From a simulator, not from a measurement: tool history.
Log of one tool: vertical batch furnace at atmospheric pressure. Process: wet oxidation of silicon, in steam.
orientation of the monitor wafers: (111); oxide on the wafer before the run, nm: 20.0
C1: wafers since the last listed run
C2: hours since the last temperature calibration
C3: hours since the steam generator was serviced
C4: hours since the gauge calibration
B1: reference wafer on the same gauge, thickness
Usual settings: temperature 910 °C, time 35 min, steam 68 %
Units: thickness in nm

Run 1, day 0: usual settings but steam 72 %; C1 0; C2 3040.7; C3 2603.2; C4 623.5; B1 131. Result: thickness 135.12 nm.
Run 2, day 2.908: usual settings but steam 72 %; C1 1131; C2 3110.5; C3 2673; C4 693.3; B1 130.98. Result: thickness 135.1 nm.
Run 3, day 4.212: usual settings but steam 72 %; C1 507; C2 3141.8; C3 2704.3; C4 724.6; B1 130.96. Result: thickness 135.11 nm.
Run 4, day 6.579: usual settings; C1 920; C2 3198.6; C3 2761.1; C4 781.4; B1 131.06. Result: thickness 130.45 nm.
Run 5, day 13.908: usual settings; C1 2851; C2 3374.5; C3 2937; C4 957.3; B1 130.99. Result: thickness 130.05 nm.
Run 6, day 15.979: usual settings but time 22.5 min; C1 805; C2 3424.2; C3 2986.7; C4 1007; B1 131. Result: thickness 94.53 nm.
Run 7, day 17.567: usual settings but time 22.5 min; C1 617; C2 3462.3; C3 3024.8; C4 1045.1; B1 130.99. Result: thickness 94.17 nm.
Run 8, day 18.846: usual settings but temperature 899 °C, steam 75 %; C1 497; C2 3493; C3 3055.5; C4 1075.8; B1 131.11. Result: thickness 125.44 nm.
At day 18.908: gauge calibrated.
Run 9, day 19.983: usual settings but temperature 899 °C, steam 75 %; C1 442; C2 3520.3; C3 3082.8; C4 25.8; B1 131.05. Result: thickness 126.02 nm.
Run 10, day 21.417: usual settings but temperature 899 °C, steam 75 %; C1 557; C2 3554.7; C3 3117.2; C4 60.2; B1 130.98. Result: thickness 125.49 nm.
Run 11, day 23.467: usual settings but temperature 932 °C, steam 58 %; C1 797; C2 3603.9; C3 3166.4; C4 109.4; B1 130.88. Result: thickness 141.62 nm.
Run 12, day 24.583: usual settings; C1 434; C2 3630.7; C3 3193.2; C4 136.2; B1 130.99. Result: thickness 130.49 nm.
Run 13, day 26.812: usual settings but time 52.5 min, steam 75 %; C1 867; C2 3684.2; C3 3246.7; C4 189.7; B1 130.9. Result: thickness 189.21 nm.
Run 14, day 29.179: usual settings but steam 72 %; C1 920; C2 3741; C3 3303.5; C4 246.5; B1 131.02. Result: thickness 136.56 nm.
Run 15, day 31.4: usual settings; C1 863; C2 3794.3; C3 3356.8; C4 299.8; B1 131.05. Result: thickness 130.19 nm.
At day 32.767: steam generator serviced.
At day 34.608: thermocouples replaced and temperature profile calibrated.
Run 16, day 34.629: usual settings but temperature 902 °C, time 50.5 min, steam 72 %; C1 478; C2 0.5; C3 44.7; C4 377.3; B1 131.11. Result: thickness 165.39 nm.
Run 17, day 36.525: usual settings but temperature 930 °C, time 51 min, steam 61 %; C1 737; C2 46; C3 90.2; C4 422.8; B1 130.99. Result: thickness 190.64 nm.
Run 18, day 38.096: usual settings but temperature 892 °C, steam 59 %; C1 611; C2 83.7; C3 127.9; C4 460.5; B1 130.99. Result: thickness 95.64 nm.
Run 19, day 39.604: usual settings but temperature 926 °C; C1 586; C2 119.9; C3 164.1; C4 496.7; B1 130.96. Result: thickness 151.14 nm.
Run 20, day 42.125: usual settings but temperature 901 °C, time 46 min; C1 980; C2 180.4; C3 224.6; C4 557.2; B1 130.92. Result: thickness 144.92 nm.
Run 21, day 43.383: usual settings but temperature 926 °C, time 22.5 min, steam 72 %; C1 489; C2 210.6; C3 254.8; C4 587.4; B1 131.12. Result: thickness 114.5 nm.

Forecast each of these 4 alternatives for the next run:
Run A, day 43.592: usual settings but steam 79 %; C1 81; C2 215.6; C3 259.8; C4 592.4; B1 ?. Result: thickness ?.
Run B, day 43.592: usual settings but time 48 min, steam 74 %; C1 81; C2 215.6; C3 259.8; C4 592.4; B1 ?. Result: thickness ?.
Run C, day 43.592: usual settings but time 48 min; C1 81; C2 215.6; C3 259.8; C4 592.4; B1 ?. Result: thickness ?.
Run D, day 43.592: usual settings but temperature 895 °C; C1 81; C2 215.6; C3 259.8; C4 592.4; B1 ?. Result: thickness ?.

run      B1  thickness
  A  131.14     145.33
  B  131.14     175.05
  C  131.14     164.39
  D  131.14     110.31
Without the tool's hidden state the same runs would have given:
run  thickness
  A     145.39
  B     175.15
  C     164.48
  D     110.24
